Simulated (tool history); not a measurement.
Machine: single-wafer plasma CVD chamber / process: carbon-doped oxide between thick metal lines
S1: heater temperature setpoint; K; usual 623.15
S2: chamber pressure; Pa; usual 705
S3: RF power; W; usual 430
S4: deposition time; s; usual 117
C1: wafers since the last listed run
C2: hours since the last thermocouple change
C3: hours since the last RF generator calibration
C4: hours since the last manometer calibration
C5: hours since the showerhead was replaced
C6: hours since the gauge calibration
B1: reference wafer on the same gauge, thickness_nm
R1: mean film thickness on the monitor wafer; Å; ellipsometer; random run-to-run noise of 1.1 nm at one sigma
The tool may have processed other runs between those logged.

run    hour      S1   S2   S3   S4    C1      C2      C3      C4      C5      C6       B1       R1
  1     0.0  623.15  705  430  117     0   300.3  1035.2  1148.0  5301.1  2706.0  416.174  5187.37
  2    81.5  623.15  705  430  117   737   381.8  1116.7  1229.5  5382.6  2787.5  416.007  5177.54
  3   127.6  623.15  705  430  117   417   427.9  1162.8  1275.6  5428.7  2833.6  416.109  5190.40
  4   177.4  623.15  705  430  117   450   477.7  1212.6  1325.4  5478.5  2883.4  416.191  5181.84
      235.4  -- RF generator calibrated
  5   280.9  623.15  705  430  117   864   581.2    45.5  1428.9  5582.0  2986.9  416.094  5184.50
  6   366.4  623.15  705  430  117   773   666.7   131.0  1514.4  5667.5  3072.4  415.794  5205.78
      445.1  -- capacitance manometer re-zeroed and calibrated
  7   456.2  623.15  705  475  102   740   756.5   220.8    11.1  5757.3  3162.2  416.200  4934.67
      494.8  -- showerhead replaced
  8   765.5  613.15  783  460  124  2726  1065.8   530.1   320.4   270.7  3471.5  415.684  6064.46
      872.2  -- gauge calibrated
  9   873.0  631.15  705  385  105   972  1173.3   637.6   427.9   378.2     0.8  415.908  4068.97
 10   911.1  623.15  705  375  108   344  1211.4   675.7   466.0   416.3    38.9  415.901  4166.51
 11   973.3  623.15  705  375  108   562  1273.6   737.9   528.2   478.5   101.1  415.948  4153.17
 12  1032.4  623.15  705  430  117   534  1332.7   797.0   587.3   537.6   160.2  416.493  5159.84
 13  1115.4  623.15  705  430  117   751  1415.7   880.0   670.3   620.6   243.2  416.157  5175.15
 14  1168.3  623.15  705  370  117   478  1468.6   932.9   723.2   673.5   296.1  415.834  4440.10
     1257.1  -- RF generator calibrated
 15  1268.4  623.15  705  430  117   833  1568.7    11.3   823.3   773.6   396.2  416.279  5155.55
 16  1341.3  623.15  853  430   97   659  1641.6    84.2   896.2   846.5   469.1  416.554  4381.85
 17  1384.5  609.15  583  430  117   390  1684.8   127.4   939.4   889.7   512.3  415.852  5145.76
 18  1474.4  632.15  705  350  117   813  1774.7   217.3  1029.3   979.6   602.2  416.178  4083.49
 19  1576.4  634.15  705  450  117   923  1876.7   319.3  1131.3  1081.6   704.2  416.009  5272.13
 20  1681.9  623.15  705  430  107   954  1982.2   424.8  1236.8  1187.1   809.7  415.829  4704.55
 21  1737.2  623.15  705  485  117   500  2037.5   480.1  1292.1  1242.4   865.0  416.180  5720.48
 22  1790.0  623.15  705  395  117   477  2090.3   532.9  1344.9  1295.2   917.8  415.912  4726.78
 23  1861.1  613.15  824  430  132   643  2161.4   604.0  1416.0  1366.3   988.9  416.002  6064.64
 24  1924.0  623.15  705  430  117   569  2224.3   666.9  1478.9  1429.2  1051.8  416.542  5127.60
     1954.0  -- capacitance manometer re-zeroed and calibrated
 25  1995.2  623.15  705  350  117   571  2295.5   738.1    41.2  1500.4  1123.0  415.723  4148.22
 26  2053.4  623.15  559  430  117   526  2353.7   796.3    99.4  1558.6  1181.2  415.689  4933.35
 27  2160.2  610.15  580  470  110   966  2460.5   903.1   206.2  1665.4  1288.0  415.992  5219.61

Here are 5 independent what-if runs from the current tool condition. What would each one return?
  A  2160.6  609.15  705  430  117   3  2460.9  903.5  206.6  1665.8  1288.4   ?   ?
  B  2160.6  612.15  705  400  117   3  2460.9  903.5  206.6  1665.8  1288.4   ?   ?
  C  2160.6  623.15  705  430  102   3  2460.9  903.5  206.6  1665.8  1288.4   ?   ?
  D  2160.6  630.15  607  505  111   3  2460.9  903.5  206.6  1665.8  1288.4   ?   ?
  E  2160.6  632.15  705  370  117   3  2460.9  903.5  206.6  1665.8  1288.4   ?   ?

run       B1       R1
  A  415.882  5320.34
  B  415.882  4920.17
  C  415.882  4493.61
  D  415.882  5364.14
  E  415.882  4338.88
With no hidden state in the tool, these same runs would have given:
run       R1
  A  5374.29
  B  4967.32
  C  4532.49
  D  5409.65
  E  4374.46
